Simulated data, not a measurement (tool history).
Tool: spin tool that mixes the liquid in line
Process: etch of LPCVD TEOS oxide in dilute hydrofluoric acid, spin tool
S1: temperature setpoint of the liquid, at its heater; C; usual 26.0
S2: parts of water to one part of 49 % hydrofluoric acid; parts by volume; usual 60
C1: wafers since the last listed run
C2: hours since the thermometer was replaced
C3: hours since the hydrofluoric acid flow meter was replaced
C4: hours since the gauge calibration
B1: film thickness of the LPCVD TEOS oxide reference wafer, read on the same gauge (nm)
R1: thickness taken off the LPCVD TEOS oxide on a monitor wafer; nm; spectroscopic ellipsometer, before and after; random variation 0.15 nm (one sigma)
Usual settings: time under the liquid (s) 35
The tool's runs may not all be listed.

Run 1, hour 0.0: usual settings but S2 40 parts by volume; C1 0; C2 1357.2; C3 2154.9; C4 363.8; B1 119.57. Result: R1 23.64 nm.
Run 2, hour 43.2: usual settings but S1 27.5 C; C1 389; C2 1400.4; C3 2198.1; C4 407.0; B1 119.47. Result: R1 16.49 nm.
Run 3, hour 98.2: usual settings; C1 495; C2 1455.4; C3 2253.1; C4 462.0; B1 119.33. Result: R1 15.65 nm.
Run 4, hour 158.2: usual settings but S2 50 parts by volume; C1 541; C2 1515.4; C3 2313.1; C4 522.0; B1 119.14. Result: R1 19.02 nm.
At hour 215.1: hydrofluoric acid flow meter replaced.
Run 5, hour 215.8: usual settings but S2 50 parts by volume; C1 510; C2 1573.0; C3 0.7; C4 579.6; B1 118.95. Result: R1 18.97 nm.
Run 6, hour 249.6: usual settings but S2 50 parts by volume; C1 304; C2 1606.8; C3 34.5; C4 613.4; B1 118.80. Result: R1 18.80 nm.
Run 7, hour 282.3: usual settings but S2 80 parts by volume, time under the liquid (s) 25; C1 294; C2 1639.5; C3 67.2; C4 646.1; B1 118.69. Result: R1 8.11 nm.
Run 8, hour 333.7: usual settings but S1 24.0 C; C1 463; C2 1690.9; C3 118.6; C4 697.5; B1 118.49. Result: R1 14.37 nm.
Run 9, hour 371.0: usual settings but S1 24.0 C; C1 336; C2 1728.2; C3 155.9; C4 734.8; B1 118.31. Result: R1 14.35 nm.
Run 10, hour 439.0: usual settings but S1 24.0 C; C1 613; C2 1796.2; C3 223.9; C4 802.8; B1 118.01. Result: R1 14.23 nm.
Run 11, hour 510.8: usual settings; C1 647; C2 1868.0; C3 295.7; C4 874.6; B1 117.61. Result: R1 15.23 nm.
Run 12, hour 600.0: usual settings; C1 804; C2 1957.2; C3 384.9; C4 963.8; B1 117.08. Result: R1 15.37 nm.
Run 13, hour 629.6: usual settings but S2 50 parts by volume, time under the liquid (s) 45; C1 266; C2 1986.8; C3 414.5; C4 993.4; B1 116.92. Result: R1 24.03 nm.
Run 14, hour 685.0: usual settings; C1 499; C2 2042.2; C3 469.9; C4 1048.8; B1 116.58. Result: R1 15.59 nm.
Run 15, hour 721.6: usual settings but S2 70 parts by volume, time under the liquid (s) 15; C1 330; C2 2078.8; C3 506.5; C4 1085.4; B1 116.30. Result: R1 5.57 nm.
Run 16, hour 763.0: usual settings but S1 30.5 C, S2 50 parts by volume; C1 373; C2 2120.2; C3 547.9; C4 1126.8; B1 116.05. Result: R1 22.11 nm.
Run 17, hour 792.1: usual settings but S1 29.0 C, S2 80 parts by volume, time under the liquid (s) 40; C1 262; C2 2149.3; C3 577.0; C4 1155.9; B1 115.84. Result: R1 14.00 nm.
Run 18, hour 824.3: usual settings but time under the liquid (s) 15; C1 290; C2 2181.5; C3 609.2; C4 1188.1; B1 115.60. Result: R1 6.49 nm.
Run 19, hour 879.6: usual settings but S1 23.5 C, S2 70 parts by volume, time under the liquid (s) 45; C1 498; C2 2236.8; C3 664.5; C4 1243.4; B1 115.19. Result: R1 14.87 nm.
At hour 952.6: gauge calibrated.
Run 20, hour 1028.0: usual settings but S2 50 parts by volume; C1 1338; C2 2385.2; C3 812.9; C4 75.4; B1 120.58. Result: R1 19.31 nm.
At hour 1042.9: thermometer replaced.
Run 21, hour 1094.7: usual settings; C1 592; C2 51.8; C3 879.6; C4 142.1; B1 120.56. Result: R1 15.71 nm.
Run 22, hour 1163.5: usual settings but S2 30 parts by volume; C1 620; C2 120.6; C3 948.4; C4 210.9; B1 120.47. Result: R1 33.11 nm.
Run 23, hour 1221.8: usual settings but S1 29.0 C, S2 40 parts by volume; C1 525; C2 178.9; C3 1006.7; C4 269.2; B1 120.36. Result: R1 27.21 nm.
Run 24, hour 1246.7: usual settings but S1 23.5 C, S2 75 parts by volume, time under the liquid (s) 45; C1 224; C2 203.8; C3 1031.6; C4 294.1; B1 120.34. Result: R1 14.32 nm.
Run 25, hour 1281.3: usual settings but S1 30.5 C, S2 80 parts by volume, time under the liquid (s) 20; C1 311; C2 238.4; C3 1066.2; C4 328.7; B1 120.30. Result: R1 7.73 nm.
Run 26, hour 1340.6: usual settings but S1 30.5 C; C1 534; C2 297.7; C3 1125.5; C4 388.0; B1 120.14. Result: R1 18.90 nm.
Run 27, hour 1457.1: usual settings but S2 85 parts by volume; C1 1050; C2 414.2; C3 1242.0; C4 504.5; B1 119.83. Result: R1 10.69 nm.
Run 28, hour 1494.3: usual settings; C1 335; C2 451.4; C3 1279.2; C4 541.7; B1 119.68. Result: R1 15.77 nm.
Run 29, hour 1533.4: usual settings but S1 30.0 C; C1 352; C2 490.5; C3 1318.3; C4 580.8; B1 119.54. Result: R1 18.35 nm.
Run 30, hour 1571.5: usual settings but S1 24.0 C, S2 35 parts by volume, time under the liquid (s) 30; C1 343; C2 528.6; C3 1356.4; C4 618.9; B1 119.41. Result: R1 21.68 nm.
Run 31, hour 1633.6: usual settings but S1 22.5 C, S2 35 parts by volume, time under the liquid (s) 25; C1 559; C2 590.7; C3 1418.5; C4 681.0; B1 119.16. Result: R1 16.93 nm.
Run 32, hour 1673.1: usual settings but S1 30.5 C, S2 80 parts by volume; C1 356; C2 630.2; C3 1458.0; C4 720.5; B1 119.00. Result: R1 13.57 nm.

5 ways to go on from here, each from the tool as it stands after run 32. What would each give?
Run A, hour 1673.5: usual settings but S1 21.5 C; C1 3; C2 630.6; C3 1458.4; C4 720.9; B1 ?. Result: R1 ?.
Run B, hour 1673.5: usual settings but S2 70 parts by volume, time under the liquid (s) 45; C1 3; C2 630.6; C3 1458.4; C4 720.9; B1 ?. Result: R1 ?.
Run C, hour 1673.5: usual settings but S1 29.0 C; C1 3; C2 630.6; C3 1458.4; C4 720.9; B1 ?. Result: R1 ?.
Run D, hour 1673.5: usual settings but S2 75 parts by volume, time under the liquid (s) 45; C1 3; C2 630.6; C3 1458.4; C4 720.9; B1 ?. Result: R1 ?.
Run E, hour 1673.5: usual settings but S1 28.5 C, S2 70 parts by volume, time under the liquid (s) 50; C1 3; C2 630.6; C3 1458.4; C4 720.9; B1 ?. Result: R1 ?.

run      B1     R1
  A  119.02  13.07
  B  119.02  17.08
  C  119.02  17.70
  D  119.02  15.84
  E  119.02  20.95
Without the tool's hidden state the same runs would have given:
run     R1
  A  13.18
  B  17.23
  C  17.85
  D  15.97
  E  21.13
